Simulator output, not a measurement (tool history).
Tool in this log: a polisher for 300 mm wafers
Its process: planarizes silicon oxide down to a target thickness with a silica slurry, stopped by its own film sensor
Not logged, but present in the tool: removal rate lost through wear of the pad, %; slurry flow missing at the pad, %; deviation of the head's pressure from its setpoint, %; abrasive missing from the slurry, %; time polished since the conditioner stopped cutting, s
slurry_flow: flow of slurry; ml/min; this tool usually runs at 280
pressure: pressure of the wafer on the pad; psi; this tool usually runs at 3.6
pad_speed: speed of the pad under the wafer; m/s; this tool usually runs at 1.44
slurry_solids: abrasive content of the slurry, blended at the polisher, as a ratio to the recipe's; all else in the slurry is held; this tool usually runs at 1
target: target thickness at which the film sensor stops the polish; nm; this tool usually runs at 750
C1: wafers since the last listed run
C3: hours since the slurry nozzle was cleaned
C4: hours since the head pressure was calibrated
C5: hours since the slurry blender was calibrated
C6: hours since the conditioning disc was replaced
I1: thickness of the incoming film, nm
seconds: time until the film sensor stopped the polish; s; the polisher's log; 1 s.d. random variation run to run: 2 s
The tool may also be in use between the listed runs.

run 1 hour=0 | slurry_flow=280 pressure=3.6 pad_speed=1.44 slurry_solids=1 target=750 | C1=0 wafers_polished_on_this_pad=1028 C3=115.1 C4=354.6 C5=99.4 C6=157.5 | I1=1241.9 | seconds=138.8
run 2 hour=36.1 | slurry_flow=280 pressure=3.6 pad_speed=1.44 slurry_solids=1 target=750 | C1=266 wafers_polished_on_this_pad=1294 C3=151.2 C4=390.7 C5=135.5 C6=193.6 | I1=1254.9 | seconds=133.9
run 3 hour=74 | slurry_flow=280 pressure=3.6 pad_speed=1.44 slurry_solids=1 target=750 | C1=279 wafers_polished_on_this_pad=1574 C3=189.1 C4=428.6 C5=173.4 C6=231.5 | I1=1250.6 | seconds=140.1
-- hour=126.1 worn pad replaced by a new one
-- hour=146.3 slurry nozzle cleaned
-- hour=153.2 slurry blender recalibrated
run 4 hour=170.1 | slurry_flow=280 pressure=3.6 pad_speed=1.44 slurry_solids=1 target=750 | C1=656 wafers_polished_on_this_pad=302 C3=23.8 C4=524.7 C5=16.9 C6=327.6 | I1=1277.6 | seconds=145.6
-- hour=178.3 conditioning disc replaced and pad reconditioned
run 5 hour=259.2 | slurry_flow=280 pressure=3.6 pad_speed=1.44 slurry_solids=1 target=750 | C1=642 wafers_polished_on_this_pad=944 C3=112.9 C4=613.8 C5=106 C6=80.9 | I1=1258.1 | seconds=139.7
-- hour=371.3 worn pad replaced by a new one
-- hour=418.4 slurry nozzle cleaned
-- hour=433.6 slurry blender recalibrated
-- hour=489.2 conditioning disc replaced and pad reconditioned
run 6 hour=492.5 | slurry_flow=280 pressure=3.6 pad_speed=1.44 slurry_solids=1 target=750 | C1=1653 wafers_polished_on_this_pad=856 C3=74.1 C4=847.1 C5=58.9 C6=3.3 | I1=1262.1 | seconds=139.7
run 7 hour=551.4 | slurry_flow=280 pressure=3.6 pad_speed=1.44 slurry_solids=1 target=750 | C1=434 wafers_polished_on_this_pad=1290 C3=133 C4=906 C5=117.8 C6=62.2 | I1=1275 | seconds=143.8
-- hour=654 worn pad replaced by a new one
run 8 hour=654.5 | slurry_flow=280 pressure=4.9 pad_speed=1.44 slurry_solids=1 target=871 | C1=730 wafers_polished_on_this_pad=3 C3=236.1 C4=1009.1 C5=220.9 C6=165.3 | I1=1263.7 | seconds=77.7
-- hour=668 slurry nozzle cleaned
-- hour=683.1 slurry blender recalibrated
run 9 hour=709.1 | slurry_flow=280 pressure=3.3 pad_speed=1.44 slurry_solids=1.15 target=750 | C1=380 wafers_polished_on_this_pad=384 C3=41.1 C4=1063.7 C5=26 C6=219.9 | I1=1254.2 | seconds=139.5
run 10 hour=814.3 | slurry_flow=280 pressure=3.6 pad_speed=1.26 slurry_solids=1 target=623 | C1=775 wafers_polished_on_this_pad=1159 C3=146.3 C4=1168.9 C5=131.2 C6=325.1 | I1=1242.1 | seconds=184
-- hour=852.9 conditioning disc replaced and pad reconditioned
run 11 hour=874.3 | slurry_flow=280 pressure=3.6 pad_speed=1.44 slurry_solids=1 target=750 | C1=427 wafers_polished_on_this_pad=1587 C3=206.3 C4=1228.9 C5=191.2 C6=21.4 | I1=1235.7 | seconds=134
-- hour=911.7 slurry blender recalibrated
-- hour=919.2 worn pad replaced by a new one
-- hour=923.3 head pressure recalibrated
run 12 hour=951.7 | slurry_flow=280 pressure=3.6 pad_speed=1.44 slurry_solids=1 target=750 | C1=511 wafers_polished_on_this_pad=224 C3=283.7 C4=28.4 C5=40 C6=98.8 | I1=1245.2 | seconds=135.3
-- hour=964 slurry nozzle cleaned
-- hour=1145.4 slurry blender recalibrated
-- hour=1146 conditioning disc replaced and pad reconditioned
-- hour=1155.6 worn pad replaced by a new one
run 13 hour=1203.4 | slurry_flow=180 pressure=3.6 pad_speed=1.12 slurry_solids=1 target=750 | C1=1799 wafers_polished_on_this_pad=352 C3=239.4 C4=280.1 C5=58 C6=57.4 | I1=1279.8 | seconds=168.5
-- hour=1223.8 slurry nozzle cleaned
run 14 hour=1250.9 | slurry_flow=345 pressure=4.8 pad_speed=1.02 slurry_solids=0.75 target=750 | C1=342 wafers_polished_on_this_pad=695 C3=27.1 C4=327.6 C5=105.5 C6=104.9 | I1=1246.1 | seconds=145.2

List, for all runs, the conditions of the tool that the log does not record:
removal rate lost through wear of the pad, %: 0 in every run
slurry flow missing at the pad, %: 0 in every run
deviation of the head's pressure from its setpoint, %: 0 in every run
abrasive missing from the slurry, %: 0 in every run
time polished since the conditioner stopped cutting, s: 0 in every run
